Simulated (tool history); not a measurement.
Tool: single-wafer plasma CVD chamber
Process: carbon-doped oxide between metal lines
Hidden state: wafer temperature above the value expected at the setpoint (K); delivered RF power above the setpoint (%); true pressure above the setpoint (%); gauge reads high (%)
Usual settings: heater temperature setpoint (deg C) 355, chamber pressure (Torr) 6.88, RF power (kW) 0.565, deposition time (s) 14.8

run     day  heater temperature setpoint (deg C)  chamber pressure (Torr)  RF power (kW)  deposition time (s)  wafers since the last listed run  hours since the last thermocouple change  hours since the last RF generator calibration  hours since the last manometer calibration  hours since the showerhead was replaced  hours since the gauge calibration  read-back reference wafer on the same gauge, thickness_nm  mean film thickness on the monitor wafer (nm)
  1       0                                  365                     6.88          0.565                 14.8                                 0                                    1065.9                                         1599.6                                        1349                                   6305.4                              487.3                                                     81.958                                         91.157
  2    2.85                                  355                     6.88          0.565                 14.8                              3507                                    1134.3                                           1668                                      1417.4                                   6373.8                              555.7                                                     81.853                                         92.441
  3   7.079                                  355                     6.88          0.565                 14.8                              5205                                    1235.8                                         1769.5                                      1518.9                                   6475.3                              657.2                                                     82.054                                         92.585
  4  10.812                                  355                     6.88          0.565                 14.8                              4595                                    1325.4                                         1859.1                                      1608.5                                   6564.9                              746.8                                                     82.053                                         92.086
  5  15.304                                  355                     6.88          0.565                 14.8                              5528                                    1433.2                                         1966.9                                      1716.3                                   6672.7                              854.6                                                     82.084                                         92.081
  6  19.321                                  355                     6.88          0.565                 14.8                              4943                                    1529.6                                         2063.3                                      1812.7                                   6769.1                                951                                                     82.087                                         92.732
     20.646  -- RF generator calibrated
  7  23.275                                  355                     6.88          0.565                 14.8                              4456                                    1624.5                                           63.1                                      1907.6                                     6864                             1045.9                                                     81.987                                         92.673
  8  27.533                                  355                     6.88          0.565                 14.8                              5241                                    1726.7                                          165.3                                      2009.8                                   6966.2                             1148.1                                                     81.828                                         92.172
  9  30.746                                  355                     6.88          0.565                 14.8                              3954                                    1803.8                                          242.4                                      2086.9                                   7043.3                             1225.2                                                     81.965                                         92.073
 10  33.038                                  359                     6.88          0.615                 13.2                              2820                                    1858.8                                          297.4                                      2141.9                                   7098.3                             1280.2                                                     81.893                                         87.223
 11  34.908                                  355                     6.88          0.565                 14.8                              2302                                    1903.7                                          342.3                                      2186.8                                   7143.2                             1325.1                                                      81.96                                         92.503
     35.762  -- showerhead replaced
 12  38.692                                  364                     6.42          0.565                 17.4                              4246                                    1994.5                                          433.1                                      2277.6                                     70.3                             1415.9                                                     82.058                                        105.698
     40.788  -- capacitance manometer re-zeroed and calibrated
 13  41.508                                  355                     6.88          0.565                 14.8                              3056                                    2062.1                                          500.7                                        17.3                                    137.9                             1483.5                                                      81.89                                         92.329
 14  43.212                                  355                     7.69           0.62                 14.8                              2097                                      2103                                          541.6                                        58.2                                    178.8                             1524.4                                                     81.962                                         98.892
 15  46.629                                  355                     6.88          0.565                 14.8                              4205                                      2185                                          623.6                                       140.2                                    260.8                             1606.4                                                      81.96                                         92.917
 16  49.504                                  345                     8.57          0.565                 14.8                              3538                                      2254                                          692.6                                       209.2                                    329.8                             1675.4                                                     81.936                                         95.897
     50.567  -- thermocouple changed; heater temperature recalibrated
 17  51.933                                  355                     5.73          0.565                 14.8                              2579                                      32.8                                          750.9                                       267.5                                    388.1                             1733.7                                                      82.13                                         91.584
 18  54.242                                  355                     6.88          0.565                 14.8                              2841                                      88.2                                          806.3                                       322.9                                    443.5                             1789.1                                                     81.993                                         92.283
     56.871  -- gauge calibrated
 19  56.925                                  355                     5.29          0.565                 14.8                              3302                                     152.6                                          870.7                                       387.3                                    507.9                                1.3                                                     81.958                                         89.257
 20  62.679                                  355                     6.88          0.565                 14.8                              7082                                     290.7                                         1008.8                                       525.4                                      646                              139.4                                                     82.044                                         92.445
 21  64.358                                  362                     8.52          0.565                 14.8                              2066                                       331                                         1049.1                                       565.7                                    686.3                              179.7                                                     82.073                                         91.337
 22  67.742                                  355                     6.32          0.565                 14.8                              4164                                     412.2                                         1130.3                                       646.9                                    767.5                              260.9                                                     82.063                                         91.456
 23  72.233                                  355                     5.24           0.62                 14.8                              5528                                       520                                         1238.1                                       754.7                                    875.3                              368.7                                                     82.003                                         95.796
 24  75.312                                  360                     6.88          0.565                 14.8                              3790                                     593.9                                           1312                                       828.6                                    949.2                              442.6                                                      82.05                                         91.851
 25  79.296                                  355                     6.88          0.565                 14.8                              4902                                     689.5                                         1407.6                                       924.2                                   1044.8                              538.2                                                     82.029                                         92.896
 26  81.525                                  355                     6.88          0.565                 13.1                              2743                                       743                                         1461.1                                       977.7                                   1098.3                              591.7                                                     82.084                                          81.96
 27  83.371                                  359                      5.4          0.565                 14.8                              2271                                     787.3                                         1505.4                                        1022                                   1142.6                                636                                                     82.222                                         89.546
 28  86.529                                  367                     5.27          0.565                 14.8                              3887                                     863.1                                         1581.2                                      1097.8                                   1218.4                              711.8                                                     82.086                                         87.481

Hidden state at the last listed run before each entry between runs and at the first one after, where it differs:
Between runs 6 and 7: RF generator calibrated (day 20.646)
  no hidden state differs between the two runs
Between runs 11 and 12: showerhead replaced (day 35.762)
  no hidden state differs between the two runs
Between runs 12 and 13: capacitance manometer re-zeroed and calibrated (day 40.788)
  no hidden state differs between the two runs
Between runs 16 and 17: thermocouple changed; heater temperature recalibrated (day 50.567)
  no hidden state differs between the two runs
Between runs 18 and 19: gauge calibrated (day 56.871)
  no hidden state differs between the two runs
